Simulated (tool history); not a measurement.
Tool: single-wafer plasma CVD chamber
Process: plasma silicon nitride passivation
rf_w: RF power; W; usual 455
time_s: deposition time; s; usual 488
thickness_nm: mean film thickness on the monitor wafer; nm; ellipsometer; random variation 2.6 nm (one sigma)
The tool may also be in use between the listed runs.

run	hour	rf_w	time_s	wafers since the last listed run	hours since the last RF generator calibration	hours since the showerhead was replaced	hours since the gauge calibration	read-back reference wafer on the same gauge, thickness_nm	thickness_nm
1	0	455	453	0	933.2	5781.6	428.4	710.206	590.647
2	63.2	475	431	329	996.4	5844.8	491.6	708.93	564.082
3	85.1	475	431	114	1018.3	5866.7	513.5	710.763	562.852
4	115.8	475	431	159	1049	5897.4	544.2	711.226	566.346
5	206.4	500	438	472	1139.6	5988	634.8	709.22	580.76
6	219.1	500	438	66	1152.3	6000.7	647.5	709.985	585.073
7	233.6	455	526	75	1166.8	6015.2	662	710.243	678.657
8	254.3	455	526	107	1187.5	6035.9	682.7	709.982	677.763
9	269.3	455	488	78	1202.5	6050.9	697.7	709.42	627.713
10	300.2	455	488	161	1233.4	6081.8	728.6	709.991	624.704
11	322.9	455	488	118	1256.1	6104.5	751.3	710.301	627.763
12	339.3	455	488	85	1272.5	6120.9	767.7	709.603	630.359
13	357.7	455	488	95	1290.9	6139.3	786.1	710.13	629.439
# hour 416.1: gauge calibrated
# hour 449.1: showerhead replaced
14	461	455	488	496	1394.2	11.9	44.9	709.353	629.556
15	491.4	455	488	158	1424.6	42.3	75.3	709.74	625.896
16	575.8	490	557	439	1509	126.7	159.7	711.273	731.284
17	602.3	490	557	138	1535.5	153.2	186.2	709.771	732.181
18	642.5	490	557	209	1575.7	193.4	226.4	710.859	729.705
19	674.4	455	488	166	1607.6	225.3	258.3	711.062	625.96
# hour 689.2: RF generator calibrated
20	706.3	540	525	124	17.1	257.2	290.2	710.018	730.684
21	786.8	455	488	419	97.6	337.7	370.7	709.015	637.4
22	819.2	380	431	168	130	370.1	403.1	710.013	535.314
23	843.8	420	455	128	154.6	394.7	427.7	710.076	581.687
24	864.7	415	488	108	175.5	415.6	448.6	709.86	621.078
25	887	390	552	116	197.8	437.9	470.9	709.332	694.873
26	905.4	485	488	95	216.2	456.3	489.3	710.733	656.274
27	941	455	488	185	251.8	491.9	524.9	710.158	641.968
28	973.9	455	583	171	284.7	524.8	557.8	710.719	765.328
29	993.7	530	524	103	304.5	544.6	577.6	710.288	722.596
30	1027.8	455	488	177	338.6	578.7	611.7	709.112	638.782
31	1045.1	415	412	90	355.9	596	629	709.294	525.116
32	1069	495	513	124	379.8	619.9	652.9	709.563	691.502
33	1086.4	455	488	90	397.2	637.3	670.3	709.205	635.17
34	1099.9	375	488	70	410.7	650.8	683.8	710.756	595.663
35	1118.5	490	524	96	429.3	669.4	702.4	710.041	705.111
36	1149.1	540	488	159	459.9	700	733	709.066	675.67
37	1170.5	455	488	111	481.3	721.4	754.4	710.64	643.563
# hour 1194.7: gauge calibrated
38	1197.7	405	488	141	508.5	748.6	3	709.583	618.988

Forecast each of these 5 alternatives for the next run:
A	1198.2	455	391	2	509	749.1	3.5	?	?
B	1198.2	365	529	2	509	749.1	3.5	?	?
C	1198.2	455	456	2	509	749.1	3.5	?	?
D	1198.2	505	537	2	509	749.1	3.5	?	?
E	1198.2	395	396	2	509	749.1	3.5	?	?

run	read-back reference wafer on the same gauge, thickness_nm	thickness_nm
A	710.162	510.462
B	710.162	643.129
C	710.162	595.322
D	710.162	724.819
E	710.162	493.957
Without the tool's hidden state the same runs would have given:
run	thickness_nm
A	512.589
B	645.809
C	597.802
D	727.839
E	496.016
